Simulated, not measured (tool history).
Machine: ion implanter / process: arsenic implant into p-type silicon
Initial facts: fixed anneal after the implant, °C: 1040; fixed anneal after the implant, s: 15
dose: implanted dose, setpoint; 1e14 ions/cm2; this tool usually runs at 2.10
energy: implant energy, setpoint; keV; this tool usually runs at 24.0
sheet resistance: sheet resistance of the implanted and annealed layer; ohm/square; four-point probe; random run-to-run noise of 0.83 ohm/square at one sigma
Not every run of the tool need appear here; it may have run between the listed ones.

run,hour,dose,energy,wafers since the last listed run,hours since the last dose calibration,hours since the extraction supply was calibrated,hours since the gauge calibration,"read-back reference wafer on the same gauge, sheet resistance",sheet resistance
1,0.0,2.10,18.0,0,423.6,3697.0,76.2,367.03,395.36
2,8.3,2.10,18.0,136,431.9,3705.3,84.5,367.03,396.55
3,15.1,2.10,24.0,111,438.7,3712.1,91.3,366.94,381.02
4,31.3,2.10,24.0,266,454.9,3728.3,107.5,367.02,378.34
5,38.7,2.10,24.0,121,462.3,3735.7,114.9,366.84,380.51
6,45.2,2.10,18.5,106,468.8,3742.2,121.4,366.81,394.04
7,53.0,2.10,18.5,128,476.6,3750.0,129.2,366.94,393.78
8,64.8,2.10,18.5,193,488.4,3761.8,141.0,366.99,392.32
# hour 75.2: gauge calibrated
9,79.6,2.42,29.0,243,503.2,3776.6,4.4,367.04,332.54
# hour 91.0: Faraday cup replaced and dose calibrated
10,91.5,2.41,27.0,64,0.5,3788.5,16.3,367.08,352.77
# hour 109.4: extraction supply calibrated
11,109.9,2.10,16.0,170,18.9,0.5,34.7,367.07,418.73
12,120.4,2.10,31.5,172,29.4,11.0,45.2,366.82,381.37
13,133.1,1.94,31.5,208,42.1,23.7,57.9,366.96,401.09
14,139.3,1.59,24.0,101,48.3,29.9,64.1,367.23,484.34
15,147.7,2.10,24.0,138,56.7,38.3,72.5,366.99,393.37
16,165.4,2.59,28.0,290,74.4,56.0,90.2,367.03,329.53

3 ways to go on from here, each from the tool as it stands after run 16. What would each give?
A,165.8,1.73,24.0,6,74.8,56.4,90.6,?,?
B,165.8,1.68,18.5,6,74.8,56.4,90.6,?,?
C,165.8,2.72,32.0,6,74.8,56.4,90.6,?,?

run,"read-back reference wafer on the same gauge, sheet resistance",sheet resistance
A,366.76,456.87
B,366.76,484.59
C,366.76,313.17
With the hidden condition removed and each run's random variation left untouched, the same runs would have given:
run,sheet resistance
A,455.86
B,483.51
C,312.47
